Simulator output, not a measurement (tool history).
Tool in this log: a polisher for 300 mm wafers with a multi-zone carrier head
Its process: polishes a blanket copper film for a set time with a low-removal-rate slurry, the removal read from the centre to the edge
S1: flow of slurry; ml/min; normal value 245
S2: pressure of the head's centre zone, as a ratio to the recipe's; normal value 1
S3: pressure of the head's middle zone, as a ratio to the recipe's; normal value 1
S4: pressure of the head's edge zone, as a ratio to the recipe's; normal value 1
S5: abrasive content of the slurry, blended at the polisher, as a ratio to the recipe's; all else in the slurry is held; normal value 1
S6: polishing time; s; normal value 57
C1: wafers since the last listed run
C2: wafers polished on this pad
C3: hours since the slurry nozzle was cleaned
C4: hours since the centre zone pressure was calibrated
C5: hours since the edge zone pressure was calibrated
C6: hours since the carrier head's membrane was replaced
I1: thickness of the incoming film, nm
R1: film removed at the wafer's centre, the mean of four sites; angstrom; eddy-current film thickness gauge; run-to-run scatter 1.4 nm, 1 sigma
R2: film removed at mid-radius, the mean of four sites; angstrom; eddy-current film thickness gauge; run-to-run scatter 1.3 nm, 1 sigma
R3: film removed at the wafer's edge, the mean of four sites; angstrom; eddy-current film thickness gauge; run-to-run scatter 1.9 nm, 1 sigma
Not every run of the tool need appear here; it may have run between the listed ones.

Run 1, hour 0: usual settings but S1 265 ml/min; C1 0; C2 1135; C3 258.3; C4 254.5; C5 504.9; C6 1344; I1 1511.2. Result: R1 1285 angstrom, R2 1261 angstrom, R3 1238 angstrom.
At hour 15.4: worn pad replaced by a new one.
Run 2, hour 15.9: usual settings; C1 120; C2 4; C3 274.2; C4 270.4; C5 520.8; C6 1359.9; I1 1509. Result: R1 1358 angstrom, R2 1318 angstrom, R3 1309 angstrom.
Run 3, hour 27: usual settings; C1 112; C2 117; C3 285.3; C4 281.5; C5 531.9; C6 1371; I1 1526.2. Result: R1 1342 angstrom, R2 1298 angstrom, R3 1259 angstrom.
Run 4, hour 36: usual settings; C1 91; C2 208; C3 294.3; C4 290.5; C5 540.9; C6 1380; I1 1516.5. Result: R1 1331 angstrom, R2 1265 angstrom, R3 1292 angstrom.
Run 5, hour 43.1: usual settings but S4 1.06; C1 72; C2 281; C3 301.4; C4 297.6; C5 548; C6 1387.1; I1 1492.2. Result: R1 1286 angstrom, R2 1281 angstrom, R3 1314 angstrom.
Run 6, hour 51.9: usual settings but S4 1.06; C1 89; C2 370; C3 310.2; C4 306.4; C5 556.8; C6 1395.9; I1 1485.3. Result: R1 1313 angstrom, R2 1276 angstrom, R3 1301 angstrom.
At hour 54.8: slurry nozzle cleaned.
Run 7, hour 59.1: usual settings; C1 62; C2 433; C3 4.3; C4 313.6; C5 564; C6 1403.1; I1 1491.3. Result: R1 1314 angstrom, R2 1273 angstrom, R3 1278 angstrom.
At hour 73.4: carrier head's membrane replaced by a new one.
At hour 98.8: edge zone pressure recalibrated.
At hour 98.9: centre zone pressure recalibrated.
Run 8, hour 99.2: usual settings but S2 1.04, S6 73 s; C1 335; C2 768; C3 44.4; C4 0.3; C5 0.4; C6 25.8; I1 1501.4. Result: R1 1730 angstrom, R2 1611 angstrom, R3 1621 angstrom.
Run 9, hour 110.1: usual settings but S1 190 ml/min, S3 1.11; C1 110; C2 879; C3 55.3; C4 11.2; C5 11.3; C6 36.7; I1 1528.4. Result: R1 1228 angstrom, R2 1347 angstrom, R3 1252 angstrom.
Run 10, hour 124.9: usual settings but S2 1.1, S4 0.9; C1 150; C2 1029; C3 70.1; C4 26; C5 26.1; C6 51.5; I1 1496. Result: R1 1401 angstrom, R2 1234 angstrom, R3 1208 angstrom.
Run 11, hour 131.4: usual settings but S2 1.04, S6 73 s; C1 66; C2 1095; C3 76.6; C4 32.5; C5 32.6; C6 58; I1 1485.5. Result: R1 1680 angstrom, R2 1632 angstrom, R3 1638 angstrom.
At hour 138.8: worn pad replaced by a new one.
Run 12, hour 139.3: usual settings; C1 39; C2 4; C3 84.5; C4 40.4; C5 40.5; C6 65.9; I1 1507.7. Result: R1 1358 angstrom, R2 1312 angstrom, R3 1319 angstrom.
Run 13, hour 156.9: usual settings but S1 300 ml/min, S2 1.07, S3 0.95, S6 65 s; C1 178; C2 183; C3 102.1; C4 58; C5 58.1; C6 83.5; I1 1502.7. Result: R1 1641 angstrom, R2 1407 angstrom, R3 1535 angstrom.
Run 14, hour 174.3: usual settings but S3 1.06, S4 0.95; C1 176; C2 360; C3 119.5; C4 75.4; C5 75.5; C6 100.9; I1 1506.7. Result: R1 1297 angstrom, R2 1323 angstrom, R3 1260 angstrom.
Run 15, hour 180.6: usual settings; C1 63; C2 424; C3 125.8; C4 81.7; C5 81.8; C6 107.2; I1 1522.2. Result: R1 1285 angstrom, R2 1266 angstrom, R3 1253 angstrom.
Run 16, hour 187.6: usual settings but S1 280 ml/min, S2 1.07, S3 1.03, S4 0.96; C1 71; C2 495; C3 132.8; C4 88.7; C5 88.8; C6 114.2; I1 1512.3. Result: R1 1412 angstrom, R2 1334 angstrom, R3 1261 angstrom.
Run 17, hour 204.4: usual settings but S2 1.04, S5 1.1, S6 77 s; C1 170; C2 666; C3 149.6; C4 105.5; C5 105.6; C6 131; I1 1512.6. Result: R1 1823 angstrom, R2 1744 angstrom, R3 1749 angstrom.
Run 18, hour 212.6: usual settings but S1 265 ml/min; C1 83; C2 749; C3 157.8; C4 113.7; C5 113.8; C6 139.2; I1 1496.8. Result: R1 1281 angstrom, R2 1268 angstrom, R3 1230 angstrom.
Run 19, hour 220.5: usual settings; C1 80; C2 829; C3 165.7; C4 121.6; C5 121.7; C6 147.1; I1 1534.2. Result: R1 1264 angstrom, R2 1254 angstrom, R3 1258 angstrom.
Run 20, hour 226.8: usual settings but S1 160 ml/min, S4 1.04; C1 63; C2 893; C3 172; C4 127.9; C5 128; C6 153.4; I1 1512.6. Result: R1 1205 angstrom, R2 1188 angstrom, R3 1225 angstrom.
Run 21, hour 233: usual settings but S4 1.05, S6 38 s; C1 62; C2 956; C3 178.2; C4 134.1; C5 134.2; C6 159.6; I1 1536.2. Result: R1 869 angstrom, R2 828 angstrom, R3 834 angstrom.
Run 22, hour 244.7: usual settings; C1 118; C2 1075; C3 189.9; C4 145.8; C5 145.9; C6 171.3; I1 1476.3. Result: R1 1286 angstrom, R2 1256 angstrom, R3 1247 angstrom.

Across each entry between runs, compare the hidden state at the last listed run before it with the hidden state at the first listed run after it:
In the gap between runs 1 and 2: worn pad replaced by a new one (hour 15.4)
  removal rate lost through wear of the pad, %: 5.18 -> 0.154
  measured value less the no-hidden-state value, R1: -70 -> -2 angstrom; R2: -69 -> -2 angstrom; R3: -68 -> -2 angstrom
In the gap between runs 6 and 7: slurry nozzle cleaned (hour 54.8)
  removal rate lost through wear of the pad, %: 2.99 -> 3.31
  measured value less the no-hidden-state value, R1: -40 -> -45 angstrom; R2: -39 -> -44 angstrom; R3: -40 -> -44 angstrom
In the gap between runs 7 and 8: carrier head's membrane replaced by a new one (hour 73.4); edge zone pressure recalibrated (hour 98.8); centre zone pressure recalibrated (hour 98.9)
  removal rate lost through wear of the pad, %: 3.31 -> 4.38
  measured value less the no-hidden-state value, R1: -45 -> -79 angstrom; R2: -44 -> -74 angstrom; R3: -44 -> -74 angstrom
In the gap between runs 11 and 12: worn pad replaced by a new one (hour 138.8)
  removal rate lost through wear of the pad, %: 4.73 -> 0.442
  measured value less the no-hidden-state value, R1: -83 -> -6 angstrom; R2: -81 -> -6 angstrom; R3: -81 -> -6 angstrom
